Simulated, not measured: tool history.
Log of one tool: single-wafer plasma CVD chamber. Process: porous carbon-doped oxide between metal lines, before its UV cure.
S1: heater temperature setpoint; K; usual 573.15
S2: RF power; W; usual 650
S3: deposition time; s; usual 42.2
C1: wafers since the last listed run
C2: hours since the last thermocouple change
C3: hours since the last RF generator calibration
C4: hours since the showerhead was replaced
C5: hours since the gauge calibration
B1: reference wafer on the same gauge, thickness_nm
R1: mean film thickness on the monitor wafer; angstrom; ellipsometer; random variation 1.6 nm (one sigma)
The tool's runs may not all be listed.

run	day	S1	S2	S3	C1	C2	C3	C4	C5	B1	R1
1	0	573.15	650	42.2	0	1927.6	276.8	2318.4	310.2	270.114	2781.45
2	1.846	573.15	650	37.6	1168	1971.9	321.1	2362.7	354.5	269.709	2454.94
3	4.729	573.15	650	37.6	1825	2041.1	390.3	2431.9	423.7	270.082	2495.11
4	7.596	573.15	550	42.2	1814	2109.9	459.1	2500.7	492.5	270.203	2572.98
5	8.817	573.15	550	42.2	772	2139.2	488.4	2530	521.8	270.573	2546.04
6	11.221	582.15	650	42.2	1522	2196.9	546.1	2587.7	579.5	270.055	2658.08
7	13.079	582.15	650	42.2	1176	2241.5	590.7	2632.3	624.1	269.857	2646.7
8	14.562	582.15	650	42.2	939	2277.1	626.3	2667.9	659.7	270.575	2638.61
9	16.738	573.15	650	42.2	1376	2329.3	678.5	2720.1	711.9	270.244	2772.18
10	18.858	573.15	650	42.2	1342	2380.2	729.4	2771	762.8	270.481	2776.56
11	20.504	573.15	650	42.2	1041	2419.7	768.9	2810.5	802.3	270.502	2748.82
12	22.992	566.15	650	42.2	1574	2479.4	828.6	2870.2	862	271.036	2847.48
# day 28.675: showerhead replaced
13	31.85	566.15	650	42.2	5397	2692	1041.2	76.2	1074.6	270.291	2867.59
# day 32.354: gauge calibrated
14	33.121	566.15	650	42.2	804	2722.5	1071.7	106.7	18.4	270.327	2856.91
# day 33.467: thermocouple changed; heater temperature recalibrated
15	35.425	573.15	650	38.8	1247	47	1127	162	73.7	269.96	2539.99
16	38.421	578.15	600	42.2	1896	118.9	1198.9	233.9	145.6	270.231	2602.25
17	39.562	580.15	710	37.6	722	146.3	1226.3	261.3	173	269.877	2486.57
18	41.575	573.15	650	42.2	1274	194.6	1274.6	309.6	221.3	269.822	2766.11
19	43.35	573.15	650	46.8	1123	237.2	1317.2	352.2	263.9	270.309	3074.9
20	46	573.15	650	42.2	1677	300.8	1380.8	415.8	327.5	269.475	2786.36
# day 47.983: RF generator calibrated
21	48.029	566.15	565	42.2	1073	349.5	1.1	464.5	376.2	270.304	2693.98
22	51.029	562.15	650	42.2	1899	421.5	73.1	536.5	448.2	269.53	2901.37
23	53.667	573.15	650	42.2	1669	484.8	136.4	599.8	511.5	270.168	2758.39
24	55.721	579.15	750	47.1	1300	534.1	185.7	649.1	560.8	270.357	3235.4
25	58.475	573.15	650	37.6	1743	600.2	251.8	715.2	626.9	269.985	2465.33
26	60.804	573.15	750	42.2	1474	656.1	307.7	771.1	682.8	269.694	2958.66
27	62.983	566.15	650	42.2	1379	708.4	360	823.4	735.1	270.306	2848.54
28	64.825	583.15	650	42.2	1165	752.6	404.2	867.6	779.3	270.159	2635.61
29	66.088	573.15	555	45.8	799	782.9	434.5	897.9	809.6	270.245	2752.45

5 ways to go on from here, each from the tool as it stands after run 29. What would each give?
A	66.104	573.15	650	42.2	10	783.3	434.9	898.3	810	?	?
B	66.104	587.15	650	42.2	10	783.3	434.9	898.3	810	?	?
C	66.104	573.15	770	45	10	783.3	434.9	898.3	810	?	?
D	66.104	565.15	600	42.2	10	783.3	434.9	898.3	810	?	?
E	66.104	583.15	590	37.3	10	783.3	434.9	898.3	810	?	?

run	B1	R1
A	270.022	2753.54
B	270.022	2573.79
C	270.022	3187.98
D	270.022	2759.15
E	270.022	2218.21
Without the tool's hidden state the same runs would have given:
run	R1
A	2753.54
B	2573.79
C	3187.98
D	2759.15
E	2218.21
